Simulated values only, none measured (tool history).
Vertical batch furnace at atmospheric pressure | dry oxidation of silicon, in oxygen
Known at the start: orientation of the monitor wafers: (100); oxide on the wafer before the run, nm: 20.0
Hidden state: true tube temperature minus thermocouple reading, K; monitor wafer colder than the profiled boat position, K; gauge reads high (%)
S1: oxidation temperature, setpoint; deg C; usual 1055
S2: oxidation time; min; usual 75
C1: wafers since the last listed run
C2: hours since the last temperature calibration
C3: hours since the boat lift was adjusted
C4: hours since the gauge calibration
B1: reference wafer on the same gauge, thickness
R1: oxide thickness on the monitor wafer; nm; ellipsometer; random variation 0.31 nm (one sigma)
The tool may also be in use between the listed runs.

run,day,S1,S2,C1,C2,C3,C4,B1,R1
1,0,1073,75,0,1680.8,1044.8,846.2,94.99,107.99
2,1.662,1047,75,452,1720.7,1084.7,886.1,94.98,89.25
3,3.308,1047,75,447,1760.2,1124.2,925.6,95.07,89.36
4,6.1,1043,75,759,1827.2,1191.2,992.6,94.98,86.3
5,8.638,1043,75,690,1888.1,1252.1,1053.5,94.99,86.26
6,11.204,1043,75,698,1949.7,1313.7,1115.1,95.02,85.97
7,12.525,1055,75,359,1981.4,1345.4,1146.8,94.95,93.69
8,14.908,1055,75,648,2038.6,1402.6,1204,94.98,93.91
9,17.5,1055,83.5,704,2100.8,1464.8,1266.2,94.92,99.93
10,20.2,1055,83.5,734,2165.6,1529.6,1331,94.94,100.02
# day 22.688: boat lift adjusted
11,22.708,1065,75,410,2225.8,0.5,1391.2,95.07,103.17
12,24.075,1065,75,371,2258.6,33.3,1424,94.95,103.58
# day 25.1: thermocouples replaced and temperature profile calibrated
13,25.121,1055,75,12,0.5,58.4,1449.1,95.06,95.95
14,27.488,1055,75,643,57.3,115.2,1505.9,95.02,96.28
15,29.525,1055,75,554,106.2,164.1,1554.8,94.93,96.47
16,31.671,1055,75,583,157.7,215.6,1606.3,95.03,95.87
17,33.175,1055,52.5,409,193.8,251.7,1642.4,95,77.51
18,35.521,1041,44.5,637,250.1,308,1698.7,94.95,63.91
19,36.938,1043,104,385,284.1,342,1732.7,94.89,107.07
20,38,1069,55,288,309.6,367.5,1758.2,94.98,88.75
21,39.621,1055,75,440,348.5,406.4,1797.1,94.91,95.75
# day 41.146: gauge calibrated
22,42.45,1065,38,769,416.4,474.3,31.3,95.04,70.25
23,45.104,1055,75,721,480.1,538,95,94.97,96.02
24,46.175,1055,75,291,505.8,563.7,120.7,95.08,96.28
25,48.404,1066,40.5,606,559.3,617.2,174.2,94.95,72.84
26,50.175,1055,75,481,601.8,659.7,216.7,95.12,95.57
27,52.417,1037,52.5,609,655.6,713.5,270.5,95.02,67.68
28,55.292,1037,49.5,781,724.6,782.5,339.5,94.97,65.24
29,58.242,1055,75,802,795.4,853.3,410.3,94.94,95.36
30,60.196,1055,75,531,842.3,900.2,457.2,95.15,95.82
31,61.875,1062,110,456,882.6,940.5,497.5,94.93,127.27
32,64.258,1055,75,648,939.8,997.7,554.7,95.07,94.98
33,68.404,1063,39.5,1127,1039.3,1097.2,654.2,94.98,69.66
34,71.108,1076,100.5,735,1104.2,1162.1,719.1,94.95,132.13
35,72.262,1067,97.5,313,1131.9,1189.8,746.8,94.99,121.31

Hidden state at the last listed run before each entry between runs and at the first one after, where it differs:
Between runs 10 and 11: boat lift adjusted (day 22.688)
  monitor wafer colder than the profiled boat position, K: 3.88 -> 0.308
  measured less the result without the state, R1: -2.95 -> -0.23 nm
Between runs 12 and 13: thermocouples replaced and temperature profile calibrated (day 25.1)
  monitor wafer colder than the profiled boat position, K: 0.309 -> 0.313
  measured less the result without the state, R1: -0.23 -> -0.23 nm
Between runs 21 and 22: gauge calibrated (day 41.146)
  monitor wafer colder than the profiled boat position, K: 0.538 -> 0.622
  measured less the result without the state, R1: -0.38 -> -0.31 nm
